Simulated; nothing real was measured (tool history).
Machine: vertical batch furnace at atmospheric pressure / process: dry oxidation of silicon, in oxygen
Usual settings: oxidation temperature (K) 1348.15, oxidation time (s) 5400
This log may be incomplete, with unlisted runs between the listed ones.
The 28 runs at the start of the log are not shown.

run	hour	oxidation temperature (K)	oxidation time (s)	wafers since the last listed run	hours since the last temperature calibration	hours since the boat lift was adjusted	hours since the gauge calibration	read-back reference wafer on the same gauge, thickness	oxide thickness on the monitor wafer (angstrom)
29	1400.2	1348.15	6690	546	2565.6	697.0	540.6	158.05	1745.6
30	1427.3	1365.15	4110	260	2592.7	724.1	567.7	158.07	1454.3
31	1488.5	1357.15	6450	587	2653.9	785.3	628.9	158.00	1808.0
# hour 1513.5: thermocouples replaced and temperature profile calibrated
32	1557.9	1356.15	7470	435	44.4	854.7	698.3	157.95	1902.9
33	1606.9	1348.15	4710	470	93.4	903.7	747.3	158.03	1374.4
34	1660.9	1348.15	5400	518	147.4	957.7	801.3	157.93	1491.6
35	1701.6	1329.15	6840	390	188.1	998.4	842.0	158.03	1545.9
36	1768.6	1348.15	5400	643	255.1	1065.4	909.0	157.94	1497.0
37	1807.1	1348.15	3090	369	293.6	1103.9	947.5	158.14	1062.8
38	1857.9	1326.15	5400	487	344.4	1154.7	998.3	157.97	1316.5
39	1919.0	1332.15	4680	586	405.5	1215.8	1059.4	158.03	1256.7

Consider 4 possible next runs. They are alternatives, not a sequence: every one starts from the tool as it was left by run 39. What does each give?
A	1925.2	1348.15	4380	59	411.7	1222.0	1065.6	?	?
B	1925.2	1328.15	7170	59	411.7	1222.0	1065.6	?	?
C	1925.2	1361.15	7530	59	411.7	1222.0	1065.6	?	?
D	1925.2	1361.15	6540	59	411.7	1222.0	1065.6	?	?

run	read-back reference wafer on the same gauge, thickness	oxide thickness on the monitor wafer (angstrom)
A	158.06	1321.2
B	158.06	1585.8
C	158.06	1988.2
D	158.06	1829.3
Without the tool's hidden state the same runs would have given:
run	oxide thickness on the monitor wafer (angstrom)
A	1305.8
B	1569.1
C	1965.4
D	1808.0
